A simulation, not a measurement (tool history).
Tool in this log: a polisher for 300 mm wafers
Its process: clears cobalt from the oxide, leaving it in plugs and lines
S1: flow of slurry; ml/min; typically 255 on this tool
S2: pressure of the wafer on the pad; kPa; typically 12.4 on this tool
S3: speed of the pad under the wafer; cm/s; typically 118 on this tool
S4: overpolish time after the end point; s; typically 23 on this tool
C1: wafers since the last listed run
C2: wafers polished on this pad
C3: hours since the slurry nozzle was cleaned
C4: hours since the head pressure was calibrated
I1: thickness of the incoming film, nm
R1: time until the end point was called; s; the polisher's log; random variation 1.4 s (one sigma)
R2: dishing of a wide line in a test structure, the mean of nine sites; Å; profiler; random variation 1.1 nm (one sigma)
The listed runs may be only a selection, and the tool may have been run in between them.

run,hour,S1,S2,S3,S4,C1,C2,C3,C4,I1,R1,R2
1,0,255,12.4,146,23,0,3664,109.9,1370.8,336.8,76.5,441
# hour 6.6: head pressure recalibrated
# hour 31.9: worn pad replaced by a new one
2,51,255,12.4,146,23,433,184,160.9,44.4,334.6,68.9,446
3,156.9,285,12.4,118,23,1020,1204,266.8,150.3,333.2,86.2,435
4,195.8,285,12.4,118,23,374,1579,305.7,189.2,340.6,89,430
5,259,320,12.4,118,23,609,2188,368.9,252.4,345.2,91.2,455
# hour 291.8: slurry nozzle cleaned
6,309.1,255,12.4,118,23,473,2662,17.3,302.5,347.3,95.2,434
7,408.5,255,12.4,118,23,958,3620,116.7,401.9,338.2,93.5,405
8,498.7,255,12.4,118,23,869,4489,206.9,492.1,338,99.2,417
# hour 517.6: worn pad replaced by a new one
9,575.2,315,11,118,23,698,555,283.4,568.6,338.7,96.2,441
10,613.4,255,12.4,118,23,368,923,321.6,606.8,344.3,90.4,441
11,709.3,255,12.4,118,23,924,1847,417.5,702.7,345.9,90.4,439
# hour 748.1: slurry nozzle cleaned
12,750.3,255,12.4,118,23,385,2233,2.2,743.7,345.7,94.5,422
13,838.5,255,12.4,118,23,850,3083,90.4,831.9,337.9,92.9,419
14,891.1,325,15.2,148,17,506,3590,143,884.5,342,63.5,432
# hour 945.4: worn pad replaced by a new one
15,952.1,255,12.4,118,23,549,64,204,945.5,336.8,86.1,439
16,1052.1,330,15.2,118,23,963,1028,304,1045.5,341.1,74.7,475
17,1096.4,255,10.3,118,23,426,1455,348.3,1089.8,342.4,102.5,404
18,1166.7,255,9.7,118,12,677,2132,418.6,1160.1,342.9,112.6,271
# hour 1216.8: slurry nozzle cleaned
19,1254.7,255,12.4,142,28,838,2971,37.9,1248.1,338.5,76.3,513
# hour 1328.3: worn pad replaced by a new one
# hour 1340.1: head pressure recalibrated
20,1349.7,255,12.4,118,23,857,187,132.9,9.6,339.7,88.2,442
21,1451,255,12.4,158,11,976,1163,234.2,110.9,336.2,66.7,364
22,1535.5,255,11,118,23,814,1977,318.7,195.4,346,102.8,430
23,1600.9,255,14.5,90,23,630,2608,384.1,260.8,343,109,400
# hour 1656.3: slurry nozzle cleaned
24,1677.6,225,11,118,30,729,3337,21.3,337.5,337.9,100.9,453
25,1737.9,255,12.4,146,23,581,3918,81.6,397.8,341.4,78.7,448
# hour 1763.2: worn pad replaced by a new one
26,2027.6,255,13.8,106,28,2753,2548,371.3,687.5,345.6,95.9,446
# hour 2114.8: slurry nozzle cleaned
27,2119.3,295,13.8,118,23,874,3422,4.5,779.2,340.9,86.9,437

Consider 4 possible next runs. They are alternatives, not a sequence: every one starts from the tool as it was left by run 27. What does each give?
A,2119.7,255,12.4,118,23,3,3426,4.9,779.6,339.3,?,?
B,2119.7,255,12.4,118,10,3,3426,4.9,779.6,339.3,?,?
C,2119.7,200,10.3,118,35,3,3426,4.9,779.6,339.3,?,?
D,2119.7,255,15.2,118,23,3,3426,4.9,779.6,339.3,?,?

run,R1,R2
A,93.6,432
B,93.6,271
C,111.1,472
D,79.9,457
Without the tool's hidden state the same runs would have given:
run,R1,R2
A,85.1,448
B,85.1,289
C,101,485
D,72.6,471
